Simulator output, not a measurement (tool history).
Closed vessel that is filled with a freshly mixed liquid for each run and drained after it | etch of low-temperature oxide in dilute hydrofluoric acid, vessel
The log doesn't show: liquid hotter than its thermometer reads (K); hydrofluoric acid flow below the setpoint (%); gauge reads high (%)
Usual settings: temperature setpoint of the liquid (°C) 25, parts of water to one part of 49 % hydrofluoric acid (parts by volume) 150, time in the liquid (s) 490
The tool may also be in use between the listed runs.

| run | hour | temperature setpoint of the liquid (°C) | parts of water to one part of 49 % hydrofluoric acid (parts by volume) | time in the liquid (s) | wafers since the last listed run | hours since the thermometer was replaced | hours since the hydrofluoric acid flow meter was replaced | hours since the gauge calibration | read-back film thickness of the low-temperature oxide reference wafer, read on the same gauge (nm) | thickness taken off the low-temperature oxide on a monitor wafer (angstrom) |
|---|---|---|---|---|---|---|---|---|---|---|
| 1 | 0 | 25 | 150 | 490 | 0 | 432.7 | 352.4 | 190 | 147.3 | 477.3 |
| 2 | 89.2 | 25 | 150 | 490 | 8280 | 521.9 | 441.6 | 279.2 | 146.46 | 466.3 |
|  | 179.3 | hydrofluoric acid flow meter replaced |
| 3 | 179.8 | 25 | 150 | 490 | 8317 | 612.5 | 0.5 | 369.8 | 145.86 | 471.9 |
| 4 | 270.7 | 25 | 150 | 490 | 8437 | 703.4 | 91.4 | 460.7 | 145.43 | 462 |
| 5 | 309.1 | 25 | 150 | 490 | 3564 | 741.8 | 129.8 | 499.1 | 145.29 | 464.3 |
| 6 | 415.6 | 25 | 150 | 490 | 9885 | 848.3 | 236.3 | 605.6 | 144.97 | 468.5 |
| 7 | 500.8 | 25 | 150 | 635 | 7908 | 933.5 | 321.5 | 690.8 | 144.71 | 606.2 |
| 8 | 574.8 | 25 | 150 | 635 | 6869 | 1007.5 | 395.5 | 764.8 | 144.61 | 606.7 |
| 9 | 655.2 | 28.5 | 90 | 580 | 7463 | 1087.9 | 475.9 | 845.2 | 144.47 | 1137.3 |
| 10 | 712.6 | 25 | 150 | 490 | 5328 | 1145.3 | 533.3 | 902.6 | 144.45 | 460.3 |
|  | 750.4 | hydrofluoric acid flow meter replaced |
|  | 759.6 | gauge calibrated |
| 11 | 766.1 | 25 | 150 | 490 | 4873 | 1198.8 | 15.7 | 6.5 | 150.44 | 480.3 |
|  | 813.6 | thermometer replaced |
| 12 | 833.4 | 29.5 | 85 | 675 | 6154 | 19.8 | 83 | 73.8 | 149.34 | 1507.7 |

Forecast run 13:
| 13 | 901.4 | 25 | 105 | 490 | 6312 | 87.8 | 151 | 141.8 | ? | ? |

Run 13 gave read-back film thickness of the low-temperature oxide reference wafer, read on the same gauge (nm) 148.39, thickness taken off the low-temperature oxide on a monitor wafer (angstrom) 721.
Without the tool's hidden state the same run would have given thickness taken off the low-temperature oxide on a monitor wafer (angstrom) 728.6.
